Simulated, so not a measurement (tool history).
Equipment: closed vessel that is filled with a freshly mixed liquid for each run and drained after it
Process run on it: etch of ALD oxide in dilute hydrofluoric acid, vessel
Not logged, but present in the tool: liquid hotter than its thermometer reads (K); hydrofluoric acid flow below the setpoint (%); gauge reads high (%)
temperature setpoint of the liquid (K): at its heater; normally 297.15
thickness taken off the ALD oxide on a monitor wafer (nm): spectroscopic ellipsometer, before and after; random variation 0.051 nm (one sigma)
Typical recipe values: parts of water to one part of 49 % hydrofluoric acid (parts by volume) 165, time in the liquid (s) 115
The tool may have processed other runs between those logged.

run	hour	temperature setpoint of the liquid (K)	parts of water to one part of 49 % hydrofluoric acid (parts by volume)	time in the liquid (s)	wafers since the last listed run	hours since the thermometer was replaced	hours since the hydrofluoric acid flow meter was replaced	hours since the gauge calibration	read-back film thickness of the ALD oxide reference wafer, read on the same gauge (nm)	thickness taken off the ALD oxide on a monitor wafer (nm)
1	0.0	297.15	165	115	0	1007.9	1568.5	509.7	140.00	7.41
2	49.7	297.15	165	115	4095	1057.6	1618.2	559.4	140.00	7.39
3	112.5	297.15	165	80	5175	1120.4	1681.0	622.2	139.98	5.08
4	172.7	297.15	165	115	4961	1180.6	1741.2	682.4	140.00	7.38
5	231.7	297.15	165	115	4862	1239.6	1800.2	741.4	140.03	7.28
6	296.0	297.15	165	115	5299	1303.9	1864.5	805.7	139.98	7.34
7	359.3	297.15	165	115	5216	1367.2	1927.8	869.0	140.01	7.43
8	426.6	297.15	165	115	5546	1434.5	1995.1	936.3	139.98	7.44
9	497.4	297.15	165	115	5834	1505.3	2065.9	1007.1	139.99	7.55
10	535.8	293.15	165	115	3164	1543.7	2104.3	1045.5	140.00	6.38
11	570.4	293.15	165	115	2851	1578.3	2138.9	1080.1	140.03	6.51
12	605.2	293.15	165	115	2867	1613.1	2173.7	1114.9	139.97	6.46
13	653.7	297.15	165	115	3996	1661.6	2222.2	1163.4	140.01	7.54
# hour 685.3: hydrofluoric acid flow meter replaced
14	696.5	297.15	165	115	3444	1704.4	11.2	1206.2	140.03	7.48
15	724.9	297.15	165	115	2340	1732.8	39.6	1234.6	139.99	7.42
16	764.9	293.65	135	115	3296	1772.8	79.6	1274.6	139.97	8.35
17	834.6	292.65	95	95	5744	1842.5	149.3	1344.3	140.00	9.77
18	881.9	297.15	165	115	3898	1889.8	196.6	1391.6	140.02	7.51
19	914.0	302.15	240	135	2645	1921.9	228.7	1423.7	140.03	6.66
20	953.5	297.15	190	115	3255	1961.4	268.2	1463.2	139.97	6.31
# hour 969.5: thermometer replaced
# hour 972.1: gauge calibrated
21	993.6	302.15	140	45	3222	24.1	308.3	21.5	139.94	4.47
22	1024.5	297.15	165	115	2546	55.0	339.2	52.4	140.00	7.98
23	1125.8	299.65	165	140	8348	156.3	440.5	153.7	139.99	10.65
24	1179.9	297.15	165	115	4458	210.4	494.6	207.8	139.99	7.87
25	1241.9	293.65	165	65	5109	272.4	556.6	269.8	139.97	3.93
26	1307.5	297.15	165	115	5406	338.0	622.2	335.4	139.99	7.94
# hour 1321.5: thermometer replaced, repeated, since the last time left the tool worse
27	1349.1	297.15	225	85	3345	27.6	663.8	377.0	140.02	3.60
28	1401.5	299.15	120	90	4318	80.0	716.2	429.4	139.97	8.73
29	1470.1	292.15	95	175	5653	148.6	784.8	498.0	140.01	16.68
30	1503.0	295.65	185	115	2711	181.5	817.7	530.9	140.01	5.88
31	1534.0	297.15	245	115	2554	212.5	848.7	561.9	140.00	4.42

Forecast each of these 3 alternatives for the next run:
A	1534.7	297.15	185	115	57	213.2	849.4	562.6	?	?
B	1534.7	297.15	165	150	57	213.2	849.4	562.6	?	?
C	1534.7	299.15	190	175	57	213.2	849.4	562.6	?	?

run	read-back film thickness of the ALD oxide reference wafer, read on the same gauge (nm)	thickness taken off the ALD oxide on a monitor wafer (nm)
A	140.04	6.31
B	140.04	9.43
C	140.04	10.00
What these runs would have given with no unlogged condition in the tool:
run	thickness taken off the ALD oxide on a monitor wafer (nm)
A	6.23
B	9.32
C	9.89

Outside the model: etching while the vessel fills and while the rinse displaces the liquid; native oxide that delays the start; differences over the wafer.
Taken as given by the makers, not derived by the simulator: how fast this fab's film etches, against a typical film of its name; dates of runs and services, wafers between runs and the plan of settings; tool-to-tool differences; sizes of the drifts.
